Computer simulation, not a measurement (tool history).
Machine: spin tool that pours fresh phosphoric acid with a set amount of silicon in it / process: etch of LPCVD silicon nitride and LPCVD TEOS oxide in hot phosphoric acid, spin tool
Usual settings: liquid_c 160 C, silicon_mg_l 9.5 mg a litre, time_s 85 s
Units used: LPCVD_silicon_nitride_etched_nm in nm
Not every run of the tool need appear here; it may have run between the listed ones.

run,hour,liquid_c,silicon_mg_l,time_s,"read-back film thickness of the LPCVD silicon nitride reference wafer, read on the same gauge (nm)",LPCVD_silicon_nitride_etched_nm
1,0,160,9.5,85,129.96,6.91
2,100.3,160,9.5,85,129.98,6.95
3,191.3,158,14.5,85,130.05,6.53
4,246.5,158,14.5,85,129.95,6.48
# hour 327.1: dissolved silicon flow meter replaced
5,348.9,158,14.5,85,130.06,6.45
6,436.2,160,9.5,85,130.02,6.85
7,531,160,9.5,85,130.03,6.88
8,635.7,162,4.5,45,129.97,3.89
# hour 638.7: thermometer replaced
9,726.3,162.5,13.5,100,130.02,8.76
10,771.7,163,4,85,129.99,7.6
11,849,162,16.5,70,129.99,5.99
# hour 868.7: gauge calibrated
12,955.9,162.5,15.5,125,130,10.93
# hour 1029.5: heated supply line repaired
13,1063.2,162,9.5,125,129.98,11.21
14,1100.6,160,9.5,85,129.99,7.11
15,1180.9,159,9.5,85,130,6.86
16,1280.4,160,9.5,65,130.03,5.45
17,1325.3,160,16,85,129.98,7.17
18,1382,158.5,9.5,135,129.99,10.56
19,1455.5,157.5,5.5,55,130.02,4.21
20,1553.8,160,9.5,85,130.04,7
21,1631.4,160,12.5,85,130.01,7.1
22,1727.4,161,14.5,85,130.04,7.29

What if the next run were any one of these 4? Each begins from the tool's condition after run 22:
A,1727.8,160,9.5,85,?,?
B,1727.8,159,17,85,?,?
C,1727.8,162.5,3,60,?,?
D,1727.8,157.5,9.5,85,?,?

run,"read-back film thickness of the LPCVD silicon nitride reference wafer, read on the same gauge (nm)",LPCVD_silicon_nitride_etched_nm
A,129.99,7.07
B,129.99,6.83
C,129.99,5.42
D,129.99,6.49
Stripped of hidden state, with their random variation kept, the same runs would have yielded:
run,LPCVD_silicon_nitride_etched_nm
A,7.21
B,6.97
C,5.53
D,6.63
